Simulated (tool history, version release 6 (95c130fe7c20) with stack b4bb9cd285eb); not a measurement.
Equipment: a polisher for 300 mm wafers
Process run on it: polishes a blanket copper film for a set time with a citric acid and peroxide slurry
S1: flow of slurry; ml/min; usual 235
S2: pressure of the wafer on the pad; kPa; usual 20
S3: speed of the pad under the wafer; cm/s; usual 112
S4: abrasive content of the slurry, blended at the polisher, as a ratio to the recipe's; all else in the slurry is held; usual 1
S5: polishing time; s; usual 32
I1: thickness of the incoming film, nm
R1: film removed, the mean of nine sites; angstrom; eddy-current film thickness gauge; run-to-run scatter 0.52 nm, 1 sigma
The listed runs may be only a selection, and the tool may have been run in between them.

run 1 hour=0 | S1=235 S2=20 S3=112 S4=1 S5=32 | I1=966.4 | R1=707
-- hour=163.5 slurry blender recalibrated
run 2 hour=218 | S1=235 S2=20 S3=112 S4=0.95 S5=32 | I1=961 | R1=702
-- hour=253.5 worn pad replaced by a new one
run 3 hour=307.2 | S1=235 S2=20 S3=112 S4=0.95 S5=32 | I1=974.7 | R1=695
-- hour=316.8 head pressure recalibrated
run 4 hour=373.4 | S1=235 S2=20 S3=112 S4=0.95 S5=32 | I1=976.2 | R1=680
-- hour=415.3 slurry nozzle cleaned
run 5 hour=448.4 | S1=235 S2=17.9 S3=112 S4=1 S5=32 | I1=964.5 | R1=639
run 6 hour=538.5 | S1=235 S2=17.9 S3=112 S4=1 S5=32 | I1=976.2 | R1=638
-- hour=572.1 slurry blender recalibrated
run 7 hour=591 | S1=235 S2=15.9 S3=112 S4=1 S5=32 | I1=960.3 | R1=609
-- hour=613.1 worn pad replaced by a new one
run 8 hour=698.1 | S1=235 S2=15.9 S3=112 S4=1 S5=32 | I1=981.9 | R1=589
run 9 hour=754.9 | S1=235 S2=20 S3=86 S4=1 S5=32 | I1=960.4 | R1=533
run 10 hour=855.1 | S1=235 S2=20 S3=86 S4=1 S5=32 | I1=960.6 | R1=534
-- hour=887.6 slurry nozzle cleaned
run 11 hour=935.9 | S1=235 S2=20 S3=86 S4=1 S5=32 | I1=955.8 | R1=541
-- hour=985.3 worn pad replaced by a new one
-- hour=1001.3 slurry blender recalibrated
run 12 hour=1027.2 | S1=235 S2=20 S3=112 S4=1 S5=40 | I1=971 | R1=898
run 13 hour=1121 | S1=235 S2=20 S3=112 S4=1 S5=32 | I1=961.1 | R1=702
-- hour=1172.7 head pressure recalibrated
run 14 hour=1203.5 | S1=235 S2=24.8 S3=112 S4=1.1 S5=32 | I1=979.2 | R1=838
run 15 hour=1292.8 | S1=235 S2=20 S3=144 S4=1 S5=32 | I1=963.1 | R1=872
-- hour=1314 worn pad replaced by a new one
run 16 hour=1353.2 | S1=235 S2=20 S3=112 S4=1.15 S5=22 | I1=978.6 | R1=476
run 17 hour=1404.5 | S1=265 S2=20 S3=112 S4=1 S5=32 | I1=969.8 | R1=685
-- hour=1417.1 slurry blender recalibrated
-- hour=1441.6 slurry nozzle cleaned
run 18 hour=1460.3 | S1=180 S2=20 S3=96 S4=1 S5=24 | I1=988.6 | R1=444

Expected results for the next run?
run 19 hour=1558.7 | S1=160 S2=20 S3=112 S4=0.8 S5=32 | I1=973.5 | R1=?

Run 19 produced R1 627 angstrom.
Had the tool carried no hidden state, the very same run would have given R1 663 angstrom.

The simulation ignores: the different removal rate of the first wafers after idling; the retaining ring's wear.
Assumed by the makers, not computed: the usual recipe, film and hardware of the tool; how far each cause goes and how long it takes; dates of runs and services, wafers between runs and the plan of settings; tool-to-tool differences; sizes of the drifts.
